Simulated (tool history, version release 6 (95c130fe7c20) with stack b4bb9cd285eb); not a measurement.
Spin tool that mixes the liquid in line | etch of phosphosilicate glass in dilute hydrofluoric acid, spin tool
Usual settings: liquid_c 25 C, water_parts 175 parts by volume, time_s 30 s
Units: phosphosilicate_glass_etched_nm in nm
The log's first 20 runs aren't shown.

run	hour	liquid_c	water_parts	time_s	wafers since the last listed run	hours since the thermometer was replaced	hours since the hydrofluoric acid flow meter was replaced	hours since the gauge calibration	read-back film thickness of the phosphosilicate glass reference wafer, read on the same gauge (nm)	phosphosilicate_glass_etched_nm
# hour 1635.7: gauge calibrated
# hour 1639.5: thermometer replaced
21	1654.3	25	105	30	1225	14.8	1177	18.6	150.03	27.67
22	1730.8	23.5	175	35	1010	91.3	1253.5	95.1	149.97	16.85
# hour 1798.9: hydrofluoric acid flow meter replaced
23	1817.9	29	115	20	1137	178.4	19	182.2	149.97	19.62
24	1867.4	22.5	215	15	653	227.9	68.5	231.7	150	5.51
25	1942.9	28.5	130	35	997	303.4	144	307.2	150	29.27
26	2036.4	25	150	30	1235	396.9	237.5	400.7	149.98	18.85
27	2109	30	175	45	959	469.5	310.1	473.3	150	28.1
28	2170.1	25	175	50	807	530.6	371.2	534.4	150.02	26.01
29	2476.1	25	175	45	4042	836.6	677.2	840.4	149.98	23.38
30	2567.9	25	205	35	1212	928.4	769	932.2	149.99	15.04

Forecast each of these 3 alternatives for the next run:
A	2568.3	25	120	30	5	928.8	769.4	932.6	?	?
B	2568.3	25	230	30	5	928.8	769.4	932.6	?	?
C	2568.3	21	175	30	5	928.8	769.4	932.6	?	?

run	read-back film thickness of the phosphosilicate glass reference wafer, read on the same gauge (nm)	phosphosilicate_glass_etched_nm
A	150.01	24.67
B	150.01	11.33
C	150.01	13.62
Without the tool's hidden state the same runs would have given:
run	phosphosilicate_glass_etched_nm
A	23.94
B	11.03
C	13.22
